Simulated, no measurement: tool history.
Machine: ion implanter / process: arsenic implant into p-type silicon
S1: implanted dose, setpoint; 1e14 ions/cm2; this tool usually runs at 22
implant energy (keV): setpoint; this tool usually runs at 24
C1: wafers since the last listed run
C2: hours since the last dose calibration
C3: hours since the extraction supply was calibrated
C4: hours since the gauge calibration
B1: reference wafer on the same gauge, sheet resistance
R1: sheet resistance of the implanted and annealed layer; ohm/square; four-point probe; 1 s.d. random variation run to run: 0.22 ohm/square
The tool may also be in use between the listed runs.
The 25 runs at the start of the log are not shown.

{"run": 26, "hour": 2109.0, "S1": 15.66, "implant energy (keV)": 17.5, "C1": 749, "C2": 387.8, "C3": 844.3, "C4": 674.7, "B1": 69.03, "R1": 96.97}
{"run": 27, "hour": 2170.9, "S1": 22, "implant energy (keV)": 24, "C1": 754, "C2": 449.7, "C3": 906.2, "C4": 736.6, "B1": 69.01, "R1": 81.31}
{"run": 28, "hour": 2261.8, "S1": 22, "implant energy (keV)": 24, "C1": 1108, "C2": 540.6, "C3": 997.1, "C4": 827.5, "B1": 68.97, "R1": 81.17}
{"run": 29, "hour": 2357.3, "S1": 17.07, "implant energy (keV)": 24, "C1": 1164, "C2": 636.1, "C3": 1092.6, "C4": 923, "B1": 69, "R1": 87.73}
{"run": 30, "hour": 2464.3, "S1": 17.74, "implant energy (keV)": 27.5, "C1": 1304, "C2": 743.1, "C3": 1199.6, "C4": 1030, "B1": 68.99, "R1": 83.63}
{"run": 31, "hour": 2513.7, "S1": 28.26, "implant energy (keV)": 19.5, "C1": 602, "C2": 792.5, "C3": 1249, "C4": 1079.4, "B1": 68.98, "R1": 81.8}
{"run": 32, "hour": 2586.5, "S1": 28.37, "implant energy (keV)": 28.5, "C1": 887, "C2": 865.3, "C3": 1321.8, "C4": 1152.2, "B1": 68.98, "R1": 72.75}
{"run": 33, "hour": 2626.5, "S1": 17.46, "implant energy (keV)": 19, "C1": 487, "C2": 905.3, "C3": 1361.8, "C4": 1192.2, "B1": 69, "R1": 92.77}
{"run": 34, "hour": 2668.3, "S1": 22, "implant energy (keV)": 24, "C1": 509, "C2": 947.1, "C3": 1403.6, "C4": 1234, "B1": 69.02, "R1": 81.5}
{"run": 35, "hour": 2766.9, "S1": 25.29, "implant energy (keV)": 20, "C1": 1202, "C2": 1045.7, "C3": 1502.2, "C4": 1332.6, "B1": 68.98, "R1": 83.68}
{"run": 36, "hour": 2847.6, "S1": 22, "implant energy (keV)": 24, "C1": 983, "C2": 1126.4, "C3": 1582.9, "C4": 1413.3, "B1": 68.98, "R1": 81.98}

Each row is a separate what-if for the run after 36, all from the same tool condition, not one after another. Results?
{"run": "A", "hour": 2848.0, "S1": 19.9, "implant energy (keV)": 24, "C1": 4, "C2": 1126.8, "C3": 1583.3, "C4": 1413.7, "B1": "?", "R1": "?"}
{"run": "B", "hour": 2848.0, "S1": 20.26, "implant energy (keV)": 16.5, "C1": 4, "C2": 1126.8, "C3": 1583.3, "C4": 1413.7, "B1": "?", "R1": "?"}
{"run": "C", "hour": 2848.0, "S1": 24.2, "implant energy (keV)": 18, "C1": 4, "C2": 1126.8, "C3": 1583.3, "C4": 1413.7, "B1": "?", "R1": "?"}
{"run": "D", "hour": 2848.0, "S1": 17.47, "implant energy (keV)": 18, "C1": 4, "C2": 1126.8, "C3": 1583.3, "C4": 1413.7, "B1": "?", "R1": "?"}
{"run": "E", "hour": 2848.0, "S1": 25.19, "implant energy (keV)": 16.5, "C1": 4, "C2": 1126.8, "C3": 1583.3, "C4": 1413.7, "B1": "?", "R1": "?"}

run=A B1=69 R1=84.17
run=B B1=69 R1=91.56
run=C B1=69 R1=86.32
run=D B1=69 R1=93.75
run=E B1=69 R1=87.35
Stripped of hidden state, with their random variation kept, the same runs would have yielded:
run=A R1=83.29
run=B R1=90.78
run=C R1=85.7
run=D R1=92.74
run=E R1=86.77
